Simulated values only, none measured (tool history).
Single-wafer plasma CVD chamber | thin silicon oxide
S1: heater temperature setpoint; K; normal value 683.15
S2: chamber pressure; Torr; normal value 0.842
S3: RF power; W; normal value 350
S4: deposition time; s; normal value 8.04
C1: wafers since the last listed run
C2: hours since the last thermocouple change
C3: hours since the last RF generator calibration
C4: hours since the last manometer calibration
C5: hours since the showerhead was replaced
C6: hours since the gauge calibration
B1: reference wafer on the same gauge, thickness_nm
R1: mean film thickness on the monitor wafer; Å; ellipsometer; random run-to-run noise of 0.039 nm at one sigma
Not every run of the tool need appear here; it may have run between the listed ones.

run,day,S1,S2,S3,S4,C1,C2,C3,C4,C5,C6,B1,R1
1,0.000,683.15,0.842,405,8.04,0,2262.1,592.8,199.0,7172.6,532.6,17.091,158.28
2,2.117,683.15,0.842,350,8.04,1409,2312.9,643.6,249.8,7223.4,583.4,17.110,154.76
3,3.938,683.15,0.842,350,8.04,1212,2356.6,687.3,293.5,7267.1,627.1,17.102,154.04
4,5.588,683.15,0.842,350,8.04,1099,2396.2,726.9,333.1,7306.7,666.7,17.107,154.29
5,7.904,683.15,0.842,350,8.04,1543,2451.8,782.5,388.7,7362.3,722.3,17.117,154.49
6,10.783,683.15,0.842,350,8.04,1917,2520.9,851.6,457.8,7431.4,791.4,17.083,154.39
7,13.204,683.15,0.842,350,8.04,1612,2579.0,909.7,515.9,7489.5,849.5,17.088,154.60
8,15.079,683.15,0.842,350,8.04,1248,2624.0,954.7,560.9,7534.5,894.5,17.086,155.25
9,17.988,683.15,0.842,350,8.04,1937,2693.8,1024.5,630.7,7604.3,964.3,17.097,155.35
10,19.129,683.15,0.842,350,8.04,760,2721.2,1051.9,658.1,7631.7,991.7,17.094,156.64
11,20.854,678.15,0.842,350,8.04,1149,2762.6,1093.3,699.5,7673.1,1033.1,17.092,156.95
12,21.979,683.15,0.842,350,8.04,749,2789.6,1120.3,726.5,7700.1,1060.1,17.101,156.58
# day 22.338: gauge calibrated
13,23.150,683.15,0.842,350,8.04,779,2817.7,1148.4,754.6,7728.2,19.5,17.107,156.64
# day 24.412: showerhead replaced, of another model than before
14,24.433,695.15,0.842,350,9.34,632,2848.5,1179.2,785.4,0.5,50.3,17.087,178.82
15,25.679,695.15,0.842,350,8.04,829,2878.4,1209.1,815.3,30.4,80.2,17.102,154.34
# day 27.662: RF generator calibrated
# day 31.158: thermocouple changed; heater temperature recalibrated
16,32.229,674.15,0.724,325,6.91,3918,25.7,109.6,972.5,187.6,237.4,17.110,122.65
17,34.329,698.15,0.842,350,7.40,1398,76.1,160.0,1022.9,238.0,287.8,17.112,141.52
# day 35.679: capacitance manometer re-zeroed and calibrated
18,35.700,683.15,0.842,350,8.04,691,109.0,192.9,0.5,270.9,320.7,17.107,152.47
19,36.521,683.15,0.842,350,8.04,546,128.7,212.6,20.2,290.6,340.4,17.116,152.16
20,37.567,683.15,0.842,350,8.04,696,153.8,237.7,45.3,315.7,365.5,17.082,152.17
21,38.958,689.15,0.842,290,8.04,926,187.2,271.1,78.7,349.1,398.9,17.092,147.71
22,39.988,683.15,1.009,350,9.10,685,211.9,295.8,103.4,373.8,423.6,17.114,189.16
23,46.762,688.15,0.764,420,9.45,4512,374.5,458.4,266.0,536.4,586.2,17.093,174.87
24,48.767,683.15,0.842,350,8.04,1334,422.6,506.5,314.1,584.5,634.3,17.106,152.39
25,51.300,673.15,0.695,350,9.62,1687,483.4,567.3,374.9,645.3,695.1,17.112,166.16
26,52.667,683.15,0.842,350,8.04,910,516.2,600.1,407.7,678.1,727.9,17.102,154.38

Here are 3 independent what-if runs from the current tool condition. What would each one return?
A,52.683,683.15,0.993,350,8.04,11,516.6,600.5,408.1,678.5,728.3,?,?
B,52.683,683.15,0.935,290,8.04,11,516.6,600.5,408.1,678.5,728.3,?,?
C,52.683,672.15,0.998,290,8.79,11,516.6,600.5,408.1,678.5,728.3,?,?

run,B1,R1
A,17.097,166.64
B,17.097,156.86
C,17.097,178.62
With the hidden condition removed and each run's random variation left untouched, the same runs would have given:
run,R1
A,165.93
B,156.19
C,177.86

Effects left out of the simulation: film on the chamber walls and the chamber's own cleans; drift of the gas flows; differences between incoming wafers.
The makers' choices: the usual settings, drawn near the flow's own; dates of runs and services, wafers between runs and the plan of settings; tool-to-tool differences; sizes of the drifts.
